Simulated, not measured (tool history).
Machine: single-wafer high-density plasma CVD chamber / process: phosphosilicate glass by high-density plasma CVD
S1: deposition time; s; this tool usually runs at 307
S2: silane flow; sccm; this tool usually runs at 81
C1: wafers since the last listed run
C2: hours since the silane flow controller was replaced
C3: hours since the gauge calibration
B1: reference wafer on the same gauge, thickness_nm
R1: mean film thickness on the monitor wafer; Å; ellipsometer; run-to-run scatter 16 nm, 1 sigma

run	day	S1	S2	C1	C2	C3	B1	R1
1	0.000	271	81	0	1039.0	1092.9	3072.114	24437.65
2	2.583	271	81	218	1101.0	1154.9	3073.456	24506.08
3	6.738	271	81	351	1200.7	1254.6	3069.138	24374.75
4	11.146	307	81	373	1306.5	1360.4	3071.901	27886.21
5	14.471	307	81	281	1386.3	1440.2	3068.650	27500.51
6	18.904	307	81	375	1492.7	1546.6	3073.830	27374.98
7	21.812	307	89	246	1562.5	1616.4	3070.995	30354.29
8	25.842	307	89	341	1659.2	1713.1	3074.065	29927.97
9	29.029	307	81	269	1735.7	1789.6	3072.730	27583.65
10	33.242	307	81	356	1836.8	1890.7	3072.534	27692.42
11	35.200	307	81	165	1883.8	1937.7	3074.647	27584.57
12	39.246	307	81	342	1980.9	2034.8	3072.731	27572.42
13	51.279	307	81	1018	2269.7	2323.6	3072.497	27554.72
14	53.458	307	81	184	2322.0	2375.9	3069.597	27242.70
15	55.071	307	81	136	2360.7	2414.6	3071.424	27412.84
# day 56.442: gauge calibrated
16	58.542	307	92	293	2444.0	50.4	3070.691	30465.19
17	60.338	307	92	152	2487.1	93.5	3061.349	30264.94
# day 61.100: silane flow controller replaced
18	64.196	307	92	298	74.3	186.1	3075.486	32714.39
19	66.912	307	93	229	139.5	251.3	3067.114	32978.97
20	69.354	307	81	206	198.1	309.9	3069.801	28915.99
21	71.650	307	81	194	253.2	365.0	3069.865	29100.43
22	74.442	307	81	236	320.2	432.0	3066.533	28953.78
23	78.521	264	87	345	418.1	529.9	3066.750	26354.67
24	81.512	258	97	253	489.9	601.7	3078.651	28197.28
25	84.838	307	70	281	569.7	681.5	3067.496	25150.24
26	88.283	307	81	291	652.4	764.2	3070.376	28533.57
27	90.425	307	73	181	703.8	815.6	3069.688	26031.10
28	94.862	344	72	375	810.3	922.1	3068.628	28561.42
29	99.225	334	75	369	915.0	1026.8	3071.845	28760.79
30	102.283	307	81	258	988.4	1100.2	3075.358	28336.08
31	105.108	357	74	239	1056.2	1168.0	3068.859	30298.82
32	109.354	307	81	359	1158.1	1269.9	3072.654	28342.23
33	113.471	307	81	348	1256.9	1368.7	3075.902	28090.14
34	115.696	276	74	188	1310.3	1422.1	3068.179	23411.13
35	117.200	278	81	127	1346.4	1458.2	3068.377	25470.31
36	120.246	261	76	257	1419.5	1531.3	3078.473	22498.49
37	123.421	362	75	268	1495.7	1607.5	3071.275	30525.05
38	125.829	325	67	203	1553.5	1665.3	3071.425	25303.66
39	127.546	337	76	145	1594.7	1706.5	3069.887	29077.42
40	131.200	307	95	309	1682.4	1794.2	3077.394	32127.14
41	132.817	307	81	136	1721.2	1833.0	3074.641	27758.08
42	136.742	280	96	332	1815.4	1927.2	3064.622	29530.96
43	140.467	307	81	315	1904.8	2016.6	3064.596	27933.25
44	142.233	307	81	149	1947.2	2059.0	3073.064	27817.55
45	145.779	332	81	300	2032.3	2144.1	3065.386	30170.29

For some of the steps in R1 from one run to the next: how much would appear even if the tool had no hidden state, given the settings, what came in and random variation, and how much remains for the hidden state plus any gauge scatter that the measured result and the result without hidden state don't share?
Hidden state present: delivered silane flow above the setpoint (%); gauge reads high (%).
Run 3 -> 4: S1 271 -> 307. R1 +3511.46 Å: hidden state -239.66, all else +3751.12.
Run 17 -> 18: silane flow controller replaced. R1 +2449.45 Å: hidden state +1921.03, all else +528.42.
Run 33 -> 34: S1 307 -> 276, S2 81 -> 74. R1 -4679.01 Å: hidden state +177.22, all else -4856.23.
Run 36 -> 37: S1 261 -> 362, S2 76 -> 75. R1 +8026.56 Å: hidden state -381.10, all else +8407.66.
Run 37 -> 38: S1 362 -> 325, S2 75 -> 67. R1 -5221.39 Å: hidden state +218.68, all else -5440.07.

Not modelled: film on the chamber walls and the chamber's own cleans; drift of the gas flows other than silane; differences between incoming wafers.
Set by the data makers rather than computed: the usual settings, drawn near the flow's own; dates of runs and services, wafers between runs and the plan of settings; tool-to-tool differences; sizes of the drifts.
